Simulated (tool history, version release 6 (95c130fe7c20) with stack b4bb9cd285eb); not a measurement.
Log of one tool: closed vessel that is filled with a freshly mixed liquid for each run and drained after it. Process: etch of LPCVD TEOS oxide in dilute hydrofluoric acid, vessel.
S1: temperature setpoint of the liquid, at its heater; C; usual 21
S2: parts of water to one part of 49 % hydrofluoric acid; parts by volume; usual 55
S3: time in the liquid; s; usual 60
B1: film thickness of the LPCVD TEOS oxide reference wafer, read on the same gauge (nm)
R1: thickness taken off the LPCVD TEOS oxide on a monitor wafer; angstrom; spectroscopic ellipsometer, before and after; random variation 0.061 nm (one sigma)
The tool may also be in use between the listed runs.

{"run": 1, "hour": 0.0, "S1": 21, "S2": 55, "S3": 60, "B1": 69.99, "R1": 234.5}
{"run": 2, "hour": 6.3, "S1": 21, "S2": 55, "S3": 60, "B1": 70, "R1": 234.2}
{"run": 3, "hour": 14.3, "S1": 21, "S2": 55, "S3": 60, "B1": 69.98, "R1": 234.5}
{"run": 4, "hour": 22.7, "S1": 21, "S2": 55, "S3": 60, "B1": 69.99, "R1": 234.3}
{"run": 5, "hour": 32.1, "S1": 21, "S2": 55, "S3": 60, "B1": 70.03, "R1": 234}
{"run": 6, "hour": 39.0, "S1": 21, "S2": 55, "S3": 85, "B1": 70.04, "R1": 330.3}
{"run": 7, "hour": 52.5, "S1": 21, "S2": 55, "S3": 60, "B1": 69.97, "R1": 232.5}
{"run": 8, "hour": 65.9, "S1": 21, "S2": 55, "S3": 60, "B1": 69.98, "R1": 232.5}
{"hour": 77.2, "done": "thermometer replaced"}
{"run": 9, "hour": 78.5, "S1": 21, "S2": 55, "S3": 60, "B1": 69.98, "R1": 259.1}
{"hour": 88.0, "done": "hydrofluoric acid flow meter replaced"}
{"run": 10, "hour": 92.0, "S1": 21, "S2": 55, "S3": 60, "B1": 70, "R1": 303.9}
{"run": 11, "hour": 104.8, "S1": 17, "S2": 35, "S3": 40, "B1": 70.02, "R1": 273.6}
{"hour": 114.7, "done": "gauge calibrated"}
{"run": 12, "hour": 118.4, "S1": 23, "S2": 40, "S3": 45, "B1": 70.03, "R1": 346.9}
{"run": 13, "hour": 128.6, "S1": 23, "S2": 35, "S3": 75, "B1": 69.95, "R1": 664.5}
{"run": 14, "hour": 135.2, "S1": 24.5, "S2": 85, "S3": 70, "B1": 70.03, "R1": 254.5}
{"run": 15, "hour": 147.0, "S1": 17, "S2": 80, "S3": 90, "B1": 69.97, "R1": 255.3}
{"run": 16, "hour": 155.1, "S1": 17.5, "S2": 35, "S3": 80, "B1": 70.02, "R1": 556.6}
{"run": 17, "hour": 165.0, "S1": 21, "S2": 70, "S3": 60, "B1": 69.99, "R1": 232.5}
{"run": 18, "hour": 174.2, "S1": 24, "S2": 55, "S3": 75, "B1": 70, "R1": 426.6}
{"run": 19, "hour": 183.8, "S1": 21, "S2": 55, "S3": 85, "B1": 70.01, "R1": 424.9}

Forecast run 20:
{"run": 20, "hour": 199.9, "S1": 21, "S2": 55, "S3": 60, "B1": "?", "R1": "?"}

Run 20 gave B1 70.03, R1 300.9 angstrom.
Without the tool's hidden state the same run would have given R1 307 angstrom.
